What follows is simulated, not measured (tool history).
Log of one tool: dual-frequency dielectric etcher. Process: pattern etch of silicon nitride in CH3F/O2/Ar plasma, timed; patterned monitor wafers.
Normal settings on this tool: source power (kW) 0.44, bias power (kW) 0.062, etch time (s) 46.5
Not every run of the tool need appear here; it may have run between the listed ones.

| run | day | source power (kW) | bias power (kW) | etch time (s) | wafers since the last listed run | hours since the last wet clean | hours since the last source power generator calibration | hours since the last bias power generator calibration | hours since the last upper electrode change | hours since the gauge calibration | read-back reference wafer on the same gauge, depth_nm | mean etch depth across the wafer (nm) |
|---|---|---|---|---|---|---|---|---|---|---|---|---|
| 1 | 0 | 0.44 | 0.062 | 46.5 | 0 | 196.2 | 2572 | 2329.4 | 3615.7 | 1211.7 | 33.24 | 31.65 |
| 2 | 1.296 | 0.53 | 0.062 | 46.5 | 422 | 227.3 | 2603.1 | 2360.5 | 3646.8 | 1242.8 | 33.25 | 34.91 |
| 3 | 3.033 | 0.53 | 0.062 | 46.5 | 567 | 269 | 2644.8 | 2402.2 | 3688.5 | 1284.5 | 33.2 | 35.36 |
|  | 4.175 | upper electrode replaced |
| 4 | 4.283 | 0.44 | 0.062 | 46.5 | 81 | 299 | 2674.8 | 2432.2 | 2.6 | 1314.5 | 33.1 | 32.05 |
| 5 | 5.517 | 0.44 | 0.049 | 46.5 | 402 | 328.6 | 2704.4 | 2461.8 | 32.2 | 1344.1 | 33.18 | 28.98 |
|  | 6.162 | gauge calibrated |
| 6 | 9.354 | 0.44 | 0.049 | 46.5 | 1252 | 420.7 | 2796.5 | 2553.9 | 124.3 | 76.6 | 33.09 | 29.51 |
| 7 | 9.979 | 0.44 | 0.049 | 46.5 | 204 | 435.7 | 2811.5 | 2568.9 | 139.3 | 91.6 | 33.1 | 29.73 |
| 8 | 11.071 | 0.44 | 0.062 | 46.5 | 356 | 461.9 | 2837.7 | 2595.1 | 165.5 | 117.8 | 33.2 | 32.7 |
| 9 | 11.642 | 0.44 | 0.062 | 46.5 | 186 | 475.6 | 2851.4 | 2608.8 | 179.2 | 131.5 | 33.11 | 32.48 |
| 10 | 12.575 | 0.44 | 0.062 | 46.5 | 304 | 498 | 2873.8 | 2631.2 | 201.6 | 153.9 | 33.15 | 32.26 |
|  | 14.646 | source power generator calibrated |
|  | 16.083 | wet clean of the chamber |
| 11 | 16.296 | 0.44 | 0.068 | 46.5 | 833 | 5.1 | 39.6 | 2720.5 | 290.9 | 243.2 | 33.2 | 32.34 |
| 12 | 17.308 | 0.44 | 0.068 | 46.5 | 330 | 29.4 | 63.9 | 2744.8 | 315.2 | 267.5 | 33.23 | 31.93 |
| 13 | 18.796 | 0.44 | 0.068 | 51.5 | 485 | 65.1 | 99.6 | 2780.5 | 350.9 | 303.2 | 33.23 | 35.86 |
| 14 | 19.896 | 0.44 | 0.051 | 41.5 | 359 | 91.5 | 126 | 2806.9 | 377.3 | 329.6 | 33.18 | 26.02 |
| 15 | 20.433 | 0.35 | 0.053 | 59 | 175 | 104.4 | 138.9 | 2819.8 | 390.2 | 342.5 | 33.12 | 33.66 |
| 16 | 21.562 | 0.44 | 0.062 | 46.5 | 368 | 131.5 | 166 | 2846.9 | 417.3 | 369.6 | 33.21 | 31.91 |
|  | 23.062 | bias power generator calibrated |
| 17 | 23.083 | 0.44 | 0.062 | 46.5 | 442 | 168 | 202.5 | 0.5 | 453.8 | 406.1 | 33.2 | 31.59 |
| 18 | 24 | 0.49 | 0.062 | 35.5 | 299 | 190 | 224.5 | 22.5 | 475.8 | 428.1 | 33.24 | 25.55 |

What will run 19 give?
| 19 | 24.675 | 0.44 | 0.062 | 46.5 | 220 | 206.2 | 240.7 | 38.7 | 492 | 444.3 | ? | ? |

Run 19 gave read-back reference wafer on the same gauge, depth_nm 33.13, mean etch depth across the wafer (nm) 31.77.
Without the tool's hidden state the same run would have given mean etch depth across the wafer (nm) 31.06.

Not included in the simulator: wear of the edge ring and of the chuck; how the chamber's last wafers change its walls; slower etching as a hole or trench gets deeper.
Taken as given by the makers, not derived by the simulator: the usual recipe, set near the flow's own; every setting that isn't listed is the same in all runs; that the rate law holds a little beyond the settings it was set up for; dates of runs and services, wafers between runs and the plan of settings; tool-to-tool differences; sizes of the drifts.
